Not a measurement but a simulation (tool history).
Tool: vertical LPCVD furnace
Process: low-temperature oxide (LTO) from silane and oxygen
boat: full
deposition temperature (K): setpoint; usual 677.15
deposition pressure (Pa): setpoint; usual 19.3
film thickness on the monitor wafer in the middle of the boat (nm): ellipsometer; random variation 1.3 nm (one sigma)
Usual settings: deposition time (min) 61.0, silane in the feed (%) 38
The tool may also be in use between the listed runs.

run,hour,deposition temperature (K),deposition pressure (Pa),deposition time (min),silane in the feed (%),wafers since the last listed run,hours since the last temperature calibration,hours since the pressure gauge was zeroed,hours since the silane flow controller was replaced,hours since the gauge calibration,"read-back reference wafer on the same gauge, thickness",film thickness on the monitor wafer in the middle of the boat (nm)
1,0.0,677.15,19.3,61.0,38,0,3581.8,4484.2,3807.9,872.8,319.05,340.95
# hour 4.6: gauge calibrated
2,9.3,677.15,19.3,61.0,38,94,3591.1,4493.5,3817.2,4.7,318.61,338.26
3,28.5,677.15,19.3,61.0,38,194,3610.3,4512.7,3836.4,23.9,318.79,339.71
4,38.4,677.15,19.3,61.0,38,100,3620.2,4522.6,3846.3,33.8,318.71,338.39
# hour 76.7: thermocouples replaced and temperature profile calibrated
5,77.2,677.15,19.3,61.0,38,149,0.5,4561.4,3885.1,72.6,318.80,339.20
6,82.8,677.15,19.3,61.0,38,56,6.1,4567.0,3890.7,78.2,318.91,339.58
7,96.3,677.15,19.3,61.0,38,136,19.6,4580.5,3904.2,91.7,319.17,337.43
8,116.7,677.15,19.3,61.0,38,206,40.0,4600.9,3924.6,112.1,319.22,339.07
9,135.6,683.15,19.3,50.5,38,191,58.9,4619.8,3943.5,131.0,318.44,299.66
10,151.3,681.15,21.3,54.0,38,158,74.6,4635.5,3959.2,146.7,319.42,346.61
11,172.8,677.15,19.3,61.0,38,217,96.1,4657.0,3980.7,168.2,318.80,338.80
12,189.6,673.15,19.3,85.5,38,169,112.9,4673.8,3997.5,185.0,319.18,453.76
13,197.9,684.15,22.7,43.5,43,83,121.2,4682.1,4005.8,193.3,319.10,351.26
14,209.1,677.15,19.3,50.5,34,113,132.4,4693.3,4017.0,204.5,318.96,243.19
# hour 240.9: pressure gauge zeroed
# hour 256.1: silane flow controller replaced
15,256.6,671.15,19.3,61.0,35,83,179.9,15.7,0.5,252.0,318.97,283.93
16,262.2,687.15,15.3,38.5,32,56,185.5,21.3,6.1,257.6,319.11,151.21
17,267.9,677.15,19.3,50.5,34,57,191.2,27.0,11.8,263.3,319.20,241.25
18,273.5,684.15,19.3,61.0,38,56,196.8,32.6,17.4,268.9,319.04,368.51
19,283.7,677.15,19.3,50.5,34,103,207.0,42.8,27.6,279.1,319.14,243.80
20,294.2,677.15,14.7,40.0,33,106,217.5,53.3,38.1,289.6,318.88,140.71
21,303.7,666.15,16.7,48.0,32,96,227.0,62.8,47.6,299.1,318.76,160.57
22,313.7,687.15,14.7,42.5,33,101,237.0,72.8,57.6,309.1,319.18,165.52
23,334.2,677.15,19.3,61.0,38,207,257.5,93.3,78.1,329.6,319.37,339.09
24,346.5,673.15,23.3,61.0,33,124,269.8,105.6,90.4,341.9,318.54,324.56
25,355.9,677.15,17.3,61.0,38,95,279.2,115.0,99.8,351.3,318.51,303.62
26,389.0,677.15,21.3,61.0,35,334,312.3,148.1,132.9,384.4,318.77,337.05
27,397.1,677.15,19.3,61.0,38,81,320.4,156.2,141.0,392.5,319.05,340.44
28,409.5,668.15,19.3,51.5,38,125,332.8,168.6,153.4,404.9,318.76,258.51
29,420.7,677.15,19.3,61.0,38,113,344.0,179.8,164.6,416.1,319.22,337.53
30,435.1,677.15,19.3,61.0,38,145,358.4,194.2,179.0,430.5,319.31,337.99
31,454.3,677.15,19.3,61.0,34,194,377.6,213.4,198.2,449.7,319.00,291.24

4 ways to go on from here, each from the tool as it stands after run 31. What would each give?
A,460.1,677.15,19.3,61.0,38,58,383.4,219.2,204.0,455.5,?,?
B,460.1,687.15,19.3,37.0,34,58,383.4,219.2,204.0,455.5,?,?
C,460.1,677.15,19.3,50.5,43,58,383.4,219.2,204.0,455.5,?,?
D,460.1,677.15,23.3,40.5,38,58,383.4,219.2,204.0,455.5,?,?

run,"read-back reference wafer on the same gauge, thickness",film thickness on the monitor wafer in the middle of the boat (nm)
A,318.67,340.08
B,318.67,199.66
C,318.67,325.02
D,318.67,272.50
Without the tool's hidden state the same runs would have given:
run,film thickness on the monitor wafer in the middle of the boat (nm)
A,340.08
B,199.66
C,325.02
D,272.50
